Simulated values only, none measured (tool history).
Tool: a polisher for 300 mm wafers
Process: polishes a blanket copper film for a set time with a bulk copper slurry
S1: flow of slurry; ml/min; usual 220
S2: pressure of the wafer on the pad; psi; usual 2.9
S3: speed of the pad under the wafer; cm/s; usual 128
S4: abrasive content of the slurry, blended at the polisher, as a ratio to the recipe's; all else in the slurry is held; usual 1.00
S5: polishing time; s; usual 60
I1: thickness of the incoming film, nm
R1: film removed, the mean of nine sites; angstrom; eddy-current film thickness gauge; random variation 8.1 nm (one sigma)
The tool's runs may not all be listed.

| run | hour | S1 | S2 | S3 | S4 | S5 | I1 | R1 |
|---|---|---|---|---|---|---|---|---|
| 1 | 0.0 | 220 | 2.9 | 128 | 1.00 | 55 | 2979.6 | 5098 |
| 2 | 14.0 | 220 | 2.9 | 128 | 1.00 | 55 | 3048.3 | 5082 |
| 3 | 24.1 | 220 | 2.9 | 128 | 1.20 | 60 | 3006.1 | 5756 |
| 4 | 33.4 | 220 | 2.9 | 128 | 1.20 | 60 | 3008.4 | 5541 |
| 5 | 48.2 | 220 | 2.9 | 128 | 1.00 | 60 | 2994.5 | 5391 |
| 6 | 63.0 | 220 | 2.9 | 128 | 1.00 | 60 | 3052.0 | 5328 |
| 7 | 74.0 | 220 | 2.9 | 128 | 1.00 | 60 | 3055.2 | 5265 |
| 8 | 86.9 | 220 | 2.9 | 128 | 1.00 | 60 | 3018.8 | 5204 |
|  | 97.0 | worn pad replaced by a new one |
| 9 | 101.5 | 155 | 3.8 | 100 | 0.75 | 60 | 3032.7 | 5769 |
| 10 | 113.0 | 220 | 2.9 | 128 | 1.00 | 60 | 3029.2 | 5561 |
| 11 | 128.9 | 190 | 2.9 | 128 | 1.00 | 60 | 3018.7 | 5498 |
| 12 | 135.8 | 220 | 2.9 | 128 | 1.00 | 50 | 3039.2 | 4524 |
| 13 | 147.8 | 220 | 2.5 | 128 | 1.00 | 60 | 2999.8 | 4548 |
| 14 | 156.1 | 220 | 2.4 | 128 | 1.00 | 43 | 2995.3 | 3161 |
|  | 159.9 | head pressure recalibrated |
| 15 | 168.0 | 220 | 3.5 | 168 | 0.90 | 46 | 3003.4 | 6571 |
| 16 | 181.8 | 220 | 2.6 | 128 | 0.75 | 60 | 3029.2 | 5239 |
|  | 191.5 | slurry nozzle cleaned |
| 17 | 192.0 | 220 | 2.9 | 128 | 1.00 | 60 | 3049.2 | 6057 |
| 18 | 201.2 | 220 | 2.9 | 128 | 1.00 | 60 | 3051.7 | 6038 |
|  | 212.3 | slurry blender recalibrated |
| 19 | 216.1 | 220 | 2.9 | 128 | 1.15 | 60 | 3059.7 | 6158 |
|  | 224.0 | worn pad replaced by a new one |
| 20 | 229.1 | 220 | 2.9 | 128 | 1.00 | 60 | 3072.5 | 6778 |
| 21 | 243.9 | 245 | 2.9 | 164 | 1.00 | 49 | 3015.4 | 6313 |
| 22 | 260.8 | 180 | 3.6 | 128 | 0.85 | 60 | 3023.0 | 7414 |
| 23 | 276.0 | 160 | 2.4 | 164 | 1.00 | 39 | 3077.2 | 3857 |
| 24 | 284.7 | 255 | 2.9 | 154 | 1.00 | 60 | 3032.2 | 7015 |
| 25 | 294.3 | 285 | 2.5 | 96 | 1.25 | 60 | 3072.8 | 4698 |
| 26 | 300.5 | 220 | 2.9 | 128 | 1.00 | 60 | 3061.3 | 6177 |
| 27 | 314.3 | 220 | 2.9 | 128 | 1.00 | 60 | 2991.9 | 6094 |
| 28 | 322.7 | 295 | 2.9 | 128 | 1.30 | 43 | 3055.2 | 4826 |
| 29 | 333.8 | 220 | 2.9 | 162 | 1.00 | 60 | 3071.5 | 7393 |
|  | 349.7 | worn pad replaced by a new one |
| 30 | 350.7 | 220 | 3.5 | 128 | 1.10 | 49 | 3059.7 | 6707 |

What the log doesn't show, run by run:
slurry flow missing at the pad, %: 0 in every run
abrasive missing from the slurry, %: 0 in every run
H1: removal rate lost through wear of the pad, %
H2: deviation of the head's pressure from its setpoint, %
| run | H1 | H2 |
|---|---|---|
| 1 | 5.79 | -10.3 |
| 2 | 6.91 | -10.6 |
| 3 | 7.5 | -10.8 |
| 4 | 7.93 | -11 |
| 5 | 8.43 | -11.3 |
| 6 | 8.77 | -11.7 |
| 7 | 8.96 | -11.9 |
| 8 | 9.12 | -12.2 |
| 9 | 1.73 | -12.6 |
| 10 | 3.71 | -12.8 |
| 11 | 5.65 | -13.2 |
| 12 | 6.28 | -13.4 |
| 13 | 7.14 | -13.7 |
| 14 | 7.6 | -13.9 |
| 15 | 8.11 | 0.75 |
| 16 | 8.53 | 0.745 |
| 17 | 8.77 | 0.739 |
| 18 | 8.93 | 0.731 |
| 19 | 9.13 | 0.715 |
| 20 | 1.4 | 0.697 |
| 21 | 3.81 | 0.672 |
| 22 | 5.66 | 0.637 |
| 23 | 6.76 | 0.6 |
| 24 | 7.23 | 0.577 |
| 25 | 7.63 | 0.549 |
| 26 | 7.85 | 0.53 |
| 27 | 8.22 | 0.484 |
| 28 | 8.39 | 0.455 |
| 29 | 8.57 | 0.413 |
| 30 | 0.24 | 0.344 |

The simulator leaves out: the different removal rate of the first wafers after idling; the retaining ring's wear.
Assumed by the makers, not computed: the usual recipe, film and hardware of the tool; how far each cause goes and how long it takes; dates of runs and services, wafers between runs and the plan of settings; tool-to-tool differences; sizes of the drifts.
